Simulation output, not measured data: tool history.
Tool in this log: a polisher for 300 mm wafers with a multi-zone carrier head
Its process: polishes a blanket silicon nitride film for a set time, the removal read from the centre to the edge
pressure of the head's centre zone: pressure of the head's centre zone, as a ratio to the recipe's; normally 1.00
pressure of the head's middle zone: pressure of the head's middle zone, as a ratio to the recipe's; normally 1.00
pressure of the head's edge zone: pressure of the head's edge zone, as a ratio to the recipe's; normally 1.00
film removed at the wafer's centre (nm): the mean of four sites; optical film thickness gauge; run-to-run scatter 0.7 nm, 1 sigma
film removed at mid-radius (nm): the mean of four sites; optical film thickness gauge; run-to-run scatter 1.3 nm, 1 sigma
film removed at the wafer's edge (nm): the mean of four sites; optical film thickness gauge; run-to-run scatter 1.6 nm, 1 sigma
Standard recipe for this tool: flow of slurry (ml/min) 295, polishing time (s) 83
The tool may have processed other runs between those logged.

run	day	flow of slurry (ml/min)	pressure of the head's centre zone	pressure of the head's middle zone	pressure of the head's edge zone	polishing time (s)	wafers since the last listed run	wafers polished on this pad	hours since the slurry nozzle was cleaned	hours since the centre zone pressure was calibrated	hours since the edge zone pressure was calibrated	hours since the carrier head's membrane was replaced	incoming thickness of the incoming film, nm	film removed at the wafer's centre (nm)	film removed at mid-radius (nm)	film removed at the wafer's edge (nm)
1	0.000	295	1.00	1.00	1.00	83	0	602	267.4	703.0	723.1	1697.1	748.0	111.9	103.1	107.5
2	0.917	295	1.00	1.00	1.00	83	166	768	289.4	725.0	745.1	1719.1	753.9	110.7	105.1	109.6
3	1.367	295	1.00	1.00	1.02	83	81	849	300.2	735.8	755.9	1729.9	736.7	110.1	106.1	107.9
4	1.704	295	1.00	1.00	0.93	83	61	911	308.3	743.9	764.0	1738.0	736.5	111.0	103.1	104.9
5	2.633	295	0.91	1.00	1.00	72	168	1079	330.6	766.2	786.3	1760.3	746.5	86.4	91.0	91.5
6	3.188	240	1.00	1.00	1.00	83	100	1180	343.9	779.5	799.6	1773.6	745.2	105.3	101.5	104.2
# day 3.779: worn pad replaced by a new one
7	3.800	240	1.00	1.00	1.00	83	80	3	358.6	794.2	814.3	1788.3	736.6	103.2	102.6	102.7
8	4.350	295	1.00	1.00	1.00	83	99	103	371.8	807.4	827.5	1801.5	739.9	107.3	104.4	109.3
9	5.021	295	1.05	1.00	1.00	83	121	224	387.9	823.5	843.6	1817.6	748.5	112.4	101.2	105.5
10	5.283	295	1.05	1.00	1.00	83	47	272	394.2	829.8	849.9	1823.9	732.2	112.1	103.8	104.2
11	5.542	395	1.00	1.12	1.00	83	46	319	400.4	836.0	856.1	1830.1	730.2	111.6	117.4	110.0
# day 5.821: edge zone pressure recalibrated
# day 6.021: slurry nozzle cleaned
12	6.042	380	1.09	1.00	1.11	83	67	387	0.5	848.0	5.3	1842.1	744.8	129.2	111.2	118.1
# day 6.800: carrier head's membrane replaced by a new one
13	7.421	220	1.10	1.00	1.00	83	212	599	33.6	881.1	38.4	14.9	735.4	119.3	102.5	106.8
14	7.975	200	1.00	1.06	1.04	69	100	699	46.9	894.4	51.7	28.2	754.4	88.6	89.4	90.4
15	8.612	295	1.00	1.00	1.00	72	115	815	62.2	909.7	67.0	43.5	726.4	98.8	93.5	94.8
# day 8.933: centre zone pressure recalibrated
16	9.029	295	1.06	1.00	1.00	83	60	875	72.2	2.3	77.0	53.5	745.8	119.4	108.0	110.7
17	9.521	295	1.00	1.00	1.00	83	89	965	84.0	14.1	88.8	65.3	750.2	112.6	105.7	107.9
18	10.167	295	1.00	1.00	1.00	83	117	1082	99.5	29.6	104.3	80.8	741.1	113.3	106.5	111.2
19	10.800	260	1.00	1.00	0.89	83	114	1196	114.7	44.8	119.5	96.0	733.4	111.4	105.1	104.0
# day 11.325: worn pad replaced by a new one
20	11.508	295	1.00	0.90	1.06	83	98	33	131.7	61.8	136.5	113.0	724.8	113.0	99.0	114.1
21	12.142	265	0.94	0.93	1.00	103	114	148	146.9	77.0	151.7	128.2	730.0	129.3	121.9	133.8
22	12.696	295	1.00	1.00	1.00	71	100	248	160.2	90.3	165.0	141.5	747.4	96.8	92.3	93.6
23	13.312	400	1.00	1.11	1.06	112	111	360	175.0	105.1	179.8	156.3	755.0	157.7	161.9	152.7

Some steps in film removed at the wafer's centre (nm), run to run, broken into two amounts with sign: the step expected even without the hidden condition (settings, incoming material, random variation), and the rest, left for the hidden condition together with whatever gauge scatter is not in both the measured and the hidden-condition-free result:
What the log doesn't record here: removal rate lost through wear of the pad, %; slurry flow missing at the pad, %; deviation of the centre zone's pressure from its setpoint, %; deviation of the edge zone's pressure from its setpoint, %.
Run 5 -> 6: flow of slurry (ml/min) 295 -> 240, pressure of the head's centre zone 0.91 -> 1.00, polishing time (s) 72 -> 83. film removed at the wafer's centre (nm) +18.9: hidden state -2.5, all else +21.4.
Run 11 -> 12: flow of slurry (ml/min) 395 -> 380, pressure of the head's centre zone 1.00 -> 1.09, pressure of the head's middle zone 1.12 -> 1.00, pressure of the head's edge zone 1.00 -> 1.11, edge zone pressure recalibrated, slurry nozzle cleaned. film removed at the wafer's centre (nm) +17.6: hidden state +5.4, all else +12.2.
Run 21 -> 22: flow of slurry (ml/min) 265 -> 295, pressure of the head's centre zone 0.94 -> 1.00, pressure of the head's middle zone 0.93 -> 1.00, polishing time (s) 103 -> 71. film removed at the wafer's centre (nm) -32.5: hidden state +0.4, all else -32.9.
Run 22 -> 23: flow of slurry (ml/min) 295 -> 400, pressure of the head's middle zone 1.00 -> 1.11, pressure of the head's edge zone 1.00 -> 1.06, polishing time (s) 71 -> 112. film removed at the wafer's centre (nm) +60.9: hidden state -0.4, all else +61.3.
